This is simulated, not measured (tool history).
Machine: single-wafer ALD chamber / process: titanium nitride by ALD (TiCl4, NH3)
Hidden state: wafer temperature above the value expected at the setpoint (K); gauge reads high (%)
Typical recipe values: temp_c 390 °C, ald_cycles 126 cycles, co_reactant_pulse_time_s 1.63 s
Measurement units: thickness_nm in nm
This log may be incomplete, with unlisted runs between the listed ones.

| run | hour | temp_c | ald_cycles | co_reactant_pulse_time_s | wafers since the last listed run | hours since the last thermocouple change | hours since the showerhead was replaced | hours since the gauge calibration | read-back reference wafer on the same gauge, thickness_nm | thickness_nm |
|---|---|---|---|---|---|---|---|---|---|---|
| 1 | 0 | 390 | 126 | 1.35 | 0 | 1838.5 | 6641.2 | 198.7 | 2.4 | 2.659 |
| 2 | 14.1 | 394 | 126 | 1.63 | 38 | 1852.6 | 6655.3 | 212.8 | 2.4 | 2.697 |
| 3 | 35.1 | 394 | 126 | 1.63 | 57 | 1873.6 | 6676.3 | 233.8 | 2.399 | 2.69 |
| 4 | 50.7 | 394 | 126 | 1.63 | 42 | 1889.2 | 6691.9 | 249.4 | 2.4 | 2.697 |
| 5 | 157.6 | 390 | 126 | 1.63 | 291 | 1996.1 | 6798.8 | 356.3 | 2.4 | 2.689 |
| 6 | 189.9 | 390 | 126 | 1.63 | 88 | 2028.4 | 6831.1 | 388.6 | 2.399 | 2.682 |
| 7 | 218.9 | 390 | 126 | 1.63 | 79 | 2057.4 | 6860.1 | 417.6 | 2.4 | 2.683 |
| 8 | 239.2 | 383 | 126 | 1.63 | 55 | 2077.7 | 6880.4 | 437.9 | 2.401 | 2.663 |
| 9 | 269.9 | 390 | 118 | 1.63 | 83 | 2108.4 | 6911.1 | 468.6 | 2.4 | 2.534 |
| 10 | 292.4 | 390 | 126 | 1.63 | 61 | 2130.9 | 6933.6 | 491.1 | 2.4 | 2.681 |
| 11 | 320.2 | 390 | 126 | 1.63 | 75 | 2158.7 | 6961.4 | 518.9 | 2.4 | 2.69 |
| 12 | 351.1 | 390 | 126 | 1.63 | 84 | 2189.6 | 6992.3 | 549.8 | 2.4 | 2.697 |
| 13 | 373.2 | 390 | 126 | 1.63 | 60 | 2211.7 | 7014.4 | 571.9 | 2.399 | 2.683 |
| 14 | 408.9 | 390 | 126 | 1.63 | 97 | 2247.4 | 7050.1 | 607.6 | 2.4 | 2.687 |
| 15 | 444.3 | 378 | 126 | 2.06 | 96 | 2282.8 | 7085.5 | 643 | 2.399 | 2.668 |
| 16 | 499.4 | 378 | 126 | 2.06 | 150 | 2337.9 | 7140.6 | 698.1 | 2.4 | 2.689 |
|  | 519.6 | thermocouple changed; heater temperature recalibrated |
| 17 | 524.9 | 390 | 111 | 1.39 | 47 | 5.3 | 7166.1 | 723.6 | 2.4 | 2.354 |
| 18 | 546.1 | 390 | 111 | 1.39 | 57 | 26.5 | 7187.3 | 744.8 | 2.4 | 2.362 |
|  | 598.8 | showerhead replaced |
|  | 607.6 | gauge calibrated |
| 19 | 645.9 | 390 | 126 | 1.63 | 250 | 126.3 | 47.1 | 38.3 | 2.4 | 2.689 |
| 20 | 661.4 | 386 | 138 | 1.63 | 42 | 141.8 | 62.6 | 53.8 | 2.4 | 2.933 |
| 21 | 677.1 | 390 | 126 | 1.63 | 42 | 157.5 | 78.3 | 69.5 | 2.4 | 2.686 |
| 22 | 705.3 | 395 | 126 | 1.63 | 76 | 185.7 | 106.5 | 97.7 | 2.4 | 2.703 |
| 23 | 734.4 | 390 | 126 | 1.35 | 79 | 214.8 | 135.6 | 126.8 | 2.399 | 2.676 |
| 24 | 762.1 | 390 | 126 | 1.63 | 75 | 242.5 | 163.3 | 154.5 | 2.4 | 2.681 |
| 25 | 788.3 | 390 | 143 | 1.44 | 71 | 268.7 | 189.5 | 180.7 | 2.4 | 3.038 |
| 26 | 811.1 | 404 | 142 | 1.89 | 62 | 291.5 | 212.3 | 203.5 | 2.399 | 3.083 |
| 27 | 827.2 | 385 | 126 | 2.1 | 43 | 307.6 | 228.4 | 219.6 | 2.401 | 2.696 |
| 28 | 854.9 | 380 | 137 | 2.03 | 75 | 335.3 | 256.1 | 247.3 | 2.401 | 2.933 |
| 29 | 869.4 | 375 | 126 | 1.93 | 39 | 349.8 | 270.6 | 261.8 | 2.4 | 2.653 |
| 30 | 899.4 | 400 | 148 | 1.97 | 81 | 379.8 | 300.6 | 291.8 | 2.399 | 3.214 |
| 31 | 921.9 | 405 | 126 | 1.31 | 61 | 402.3 | 323.1 | 314.3 | 2.4 | 2.7 |
| 32 | 951.5 | 390 | 136 | 1.63 | 80 | 431.9 | 352.7 | 343.9 | 2.4 | 2.895 |
| 33 | 986.6 | 390 | 126 | 1.63 | 95 | 467 | 387.8 | 379 | 2.399 | 2.689 |
| 34 | 1006.5 | 390 | 126 | 1.63 | 54 | 486.9 | 407.7 | 398.9 | 2.401 | 2.688 |
| 35 | 1023.6 | 390 | 126 | 1.63 | 46 | 504 | 424.8 | 416 | 2.399 | 2.695 |
| 36 | 1049.9 | 390 | 126 | 1.63 | 71 | 530.3 | 451.1 | 442.3 | 2.399 | 2.689 |
| 37 | 1064.7 | 405 | 105 | 1.63 | 40 | 545.1 | 465.9 | 457.1 | 2.4 | 2.278 |
| 38 | 1087.5 | 405 | 110 | 1.03 | 62 | 567.9 | 488.7 | 479.9 | 2.399 | 2.358 |
| 39 | 1116.6 | 385 | 109 | 2 | 79 | 597 | 517.8 | 509 | 2.4 | 2.337 |
| 40 | 1145.1 | 376 | 126 | 1.63 | 77 | 625.5 | 546.3 | 537.5 | 2.4 | 2.632 |

Entry by entry between the runs, the difference in hidden state between the last listed run before and the first listed run after:
In the gap between runs 16 and 17: thermocouple changed; heater temperature recalibrated (hour 519.6)
  nothing in the hidden state changes from one run to the other
In the gap between runs 18 and 19: showerhead replaced (hour 598.8); gauge calibrated (hour 607.6)
  nothing in the hidden state changes from one run to the other
